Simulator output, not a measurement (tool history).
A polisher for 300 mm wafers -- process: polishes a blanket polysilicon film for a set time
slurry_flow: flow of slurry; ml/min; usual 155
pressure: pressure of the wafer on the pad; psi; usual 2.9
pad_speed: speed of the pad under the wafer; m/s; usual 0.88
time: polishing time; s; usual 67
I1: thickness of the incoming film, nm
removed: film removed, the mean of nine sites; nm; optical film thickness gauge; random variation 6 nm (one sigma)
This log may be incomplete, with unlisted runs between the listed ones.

{"run": 1, "hour": 0.0, "slurry_flow": 155, "pressure": 2.4, "pad_speed": 0.88, "time": 67, "I1": 1375.4, "removed": 364.8}
{"run": 2, "hour": 25.3, "slurry_flow": 155, "pressure": 2.4, "pad_speed": 0.88, "time": 67, "I1": 1359.8, "removed": 357.7}
{"run": 3, "hour": 58.9, "slurry_flow": 155, "pressure": 2.5, "pad_speed": 0.98, "time": 67, "I1": 1395.8, "removed": 399.4}
{"run": 4, "hour": 81.6, "slurry_flow": 155, "pressure": 2.5, "pad_speed": 0.98, "time": 67, "I1": 1385.5, "removed": 389.7}
{"run": 5, "hour": 113.9, "slurry_flow": 155, "pressure": 2.5, "pad_speed": 0.98, "time": 67, "I1": 1394.6, "removed": 381.0}
{"run": 6, "hour": 129.7, "slurry_flow": 155, "pressure": 2.1, "pad_speed": 0.88, "time": 67, "I1": 1381.3, "removed": 299.6}
{"hour": 145.2, "done": "worn pad replaced by a new one"}
{"run": 7, "hour": 153.9, "slurry_flow": 155, "pressure": 2.2, "pad_speed": 0.88, "time": 67, "I1": 1376.4, "removed": 344.4}
{"run": 8, "hour": 174.5, "slurry_flow": 155, "pressure": 2.9, "pad_speed": 0.88, "time": 67, "I1": 1381.0, "removed": 441.3}
{"run": 9, "hour": 196.9, "slurry_flow": 155, "pressure": 2.9, "pad_speed": 0.88, "time": 67, "I1": 1389.2, "removed": 418.0}
{"run": 10, "hour": 222.6, "slurry_flow": 155, "pressure": 2.9, "pad_speed": 0.76, "time": 67, "I1": 1409.6, "removed": 379.2}
{"run": 11, "hour": 258.4, "slurry_flow": 155, "pressure": 2.9, "pad_speed": 0.96, "time": 67, "I1": 1420.5, "removed": 441.6}
{"run": 12, "hour": 277.2, "slurry_flow": 155, "pressure": 2.9, "pad_speed": 0.96, "time": 67, "I1": 1371.8, "removed": 417.9}
{"run": 13, "hour": 303.2, "slurry_flow": 155, "pressure": 2.1, "pad_speed": 0.88, "time": 59, "I1": 1386.9, "removed": 254.2}
{"hour": 318.7, "done": "worn pad replaced by a new one"}
{"run": 14, "hour": 320.5, "slurry_flow": 155, "pressure": 2.1, "pad_speed": 0.88, "time": 59, "I1": 1392.1, "removed": 286.6}
{"run": 15, "hour": 348.6, "slurry_flow": 170, "pressure": 3.5, "pad_speed": 1.1, "time": 84, "I1": 1377.1, "removed": 778.3}
{"run": 16, "hour": 360.8, "slurry_flow": 140, "pressure": 3.4, "pad_speed": 0.7, "time": 79, "I1": 1405.3, "removed": 473.4}
{"run": 17, "hour": 392.8, "slurry_flow": 155, "pressure": 2.9, "pad_speed": 0.88, "time": 67, "I1": 1392.8, "removed": 403.7}
{"run": 18, "hour": 436.8, "slurry_flow": 105, "pressure": 3.7, "pad_speed": 0.76, "time": 46, "I1": 1383.2, "removed": 276.1}
{"run": 19, "hour": 472.0, "slurry_flow": 130, "pressure": 2.4, "pad_speed": 1.0, "time": 51, "I1": 1376.8, "removed": 252.2}
{"run": 20, "hour": 484.1, "slurry_flow": 155, "pressure": 2.2, "pad_speed": 0.88, "time": 47, "I1": 1390.3, "removed": 211.1}
{"hour": 495.3, "done": "worn pad replaced by a new one"}
{"hour": 507.1, "done": "head pressure recalibrated"}
{"run": 21, "hour": 513.6, "slurry_flow": 200, "pressure": 2.9, "pad_speed": 1.12, "time": 57, "I1": 1391.6, "removed": 442.1}
{"run": 22, "hour": 537.2, "slurry_flow": 155, "pressure": 2.9, "pad_speed": 0.88, "time": 67, "I1": 1399.4, "removed": 393.5}
{"run": 23, "hour": 553.3, "slurry_flow": 115, "pressure": 2.9, "pad_speed": 0.88, "time": 78, "I1": 1375.0, "removed": 401.5}
{"hour": 558.2, "done": "slurry nozzle cleaned"}
{"run": 24, "hour": 584.9, "slurry_flow": 115, "pressure": 2.9, "pad_speed": 0.88, "time": 78, "I1": 1386.1, "removed": 469.2}
{"run": 25, "hour": 615.6, "slurry_flow": 200, "pressure": 2.9, "pad_speed": 0.88, "time": 67, "I1": 1405.7, "removed": 440.8}
{"hour": 656.7, "done": "worn pad replaced by a new one"}
{"run": 26, "hour": 704.6, "slurry_flow": 155, "pressure": 2.9, "pad_speed": 0.88, "time": 67, "I1": 1417.4, "removed": 432.8}

What does the tool deliver on the next run?
{"run": 27, "hour": 792.9, "slurry_flow": 155, "pressure": 2.0, "pad_speed": 0.88, "time": 67, "I1": 1395.5, "removed": "?"}

Run 27 produced removed 283.0 nm.
The same run, on a tool lacking any hidden state, would have yielded removed 319.8 nm.
